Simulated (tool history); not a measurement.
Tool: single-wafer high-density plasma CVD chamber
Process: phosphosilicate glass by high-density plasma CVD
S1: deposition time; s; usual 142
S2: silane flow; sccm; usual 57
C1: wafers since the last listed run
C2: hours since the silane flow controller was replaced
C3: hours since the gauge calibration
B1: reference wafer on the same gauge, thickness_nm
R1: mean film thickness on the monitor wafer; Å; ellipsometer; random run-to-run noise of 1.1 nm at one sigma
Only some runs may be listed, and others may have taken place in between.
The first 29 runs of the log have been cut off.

Run 30, hour 382.6: usual settings; C1 98; C2 21.1; C3 431.9; B1 833.777. Result: R1 7555.9 Å.
At hour 383.1: gauge calibrated.
Run 31, hour 397.1: usual settings; C1 81; C2 35.6; C3 14; B1 833.358. Result: R1 7536.65 Å.
Run 32, hour 426.5: usual settings but S1 170 s, S2 48 sccm; C1 164; C2 65; C3 43.4; B1 833.697. Result: R1 7832.73 Å.
Run 33, hour 432.6: usual settings; C1 34; C2 71.1; C3 49.5; B1 833.799. Result: R1 7543.92 Å.
Run 34, hour 485.3: usual settings; C1 294; C2 123.8; C3 102.2; B1 834.048. Result: R1 7516.71 Å.
Run 35, hour 498.5: usual settings but S1 154 s, S2 53 sccm; C1 73; C2 137; C3 115.4; B1 834.404. Result: R1 7668.81 Å.
Run 36, hour 506.2: usual settings but S1 117 s, S2 53 sccm; C1 43; C2 144.7; C3 123.1; B1 833.643. Result: R1 5837.73 Å.
Run 37, hour 520.7: usual settings but S1 127 s; C1 81; C2 159.2; C3 137.6; B1 833.869. Result: R1 6713.08 Å.
Run 38, hour 529.6: usual settings but S1 168 s, S2 51 sccm; C1 49; C2 168.1; C3 146.5; B1 833.933. Result: R1 8103.98 Å.
Run 39, hour 542.6: usual settings; C1 72; C2 181.1; C3 159.5; B1 834.108. Result: R1 7523.83 Å.
Run 40, hour 557.9: usual settings but S1 170 s, S2 51 sccm; C1 85; C2 196.4; C3 174.8; B1 833.88. Result: R1 8226.96 Å.
Run 41, hour 573.2: usual settings but S1 154 s, S2 68 sccm; C1 85; C2 211.7; C3 190.1; B1 833.714. Result: R1 9451.84 Å.
Run 42, hour 590.7: usual settings but S1 150 s, S2 50 sccm; C1 97; C2 229.2; C3 207.6; B1 834.27. Result: R1 7101.56 Å.
Run 43, hour 598.6: usual settings but S1 160 s; C1 44; C2 237.1; C3 215.5; B1 833.7. Result: R1 8431.9 Å.
Run 44, hour 615.2: usual settings; C1 92; C2 253.7; C3 232.1; B1 833.809. Result: R1 7483.84 Å.
Run 45, hour 628.1: usual settings but S2 48 sccm; C1 72; C2 266.6; C3 245; B1 833.273. Result: R1 6508.32 Å.
Run 46, hour 634.6: usual settings but S2 49 sccm; C1 36; C2 273.1; C3 251.5; B1 834.125. Result: R1 6637.86 Å.

4 ways to go on from here, each from the tool as it stands after run 46. What would each give?
Run A, hour 635: usual settings; C1 2; C2 273.5; C3 251.9; B1 ?. Result: R1 ?.
Run B, hour 635: usual settings but S1 154 s, S2 54 sccm; C1 2; C2 273.5; C3 251.9; B1 ?. Result: R1 ?.
Run C, hour 635: usual settings but S1 152 s; C1 2; C2 273.5; C3 251.9; B1 ?. Result: R1 ?.
Run D, hour 635: usual settings but S1 119 s, S2 66 sccm; C1 2; C2 273.5; C3 251.9; B1 ?. Result: R1 ?.

run       B1       R1
  A  834.181  7469.73
  B  834.181  7748.98
  C  834.181  7995.77
  D  834.181  7075.84
The same runs, with their run-to-run variation unchanged, on a tool lacking any hidden condition would have given:
run       R1
  A  7631.04
  B  7916.32
  C  8168.43
  D  7228.63

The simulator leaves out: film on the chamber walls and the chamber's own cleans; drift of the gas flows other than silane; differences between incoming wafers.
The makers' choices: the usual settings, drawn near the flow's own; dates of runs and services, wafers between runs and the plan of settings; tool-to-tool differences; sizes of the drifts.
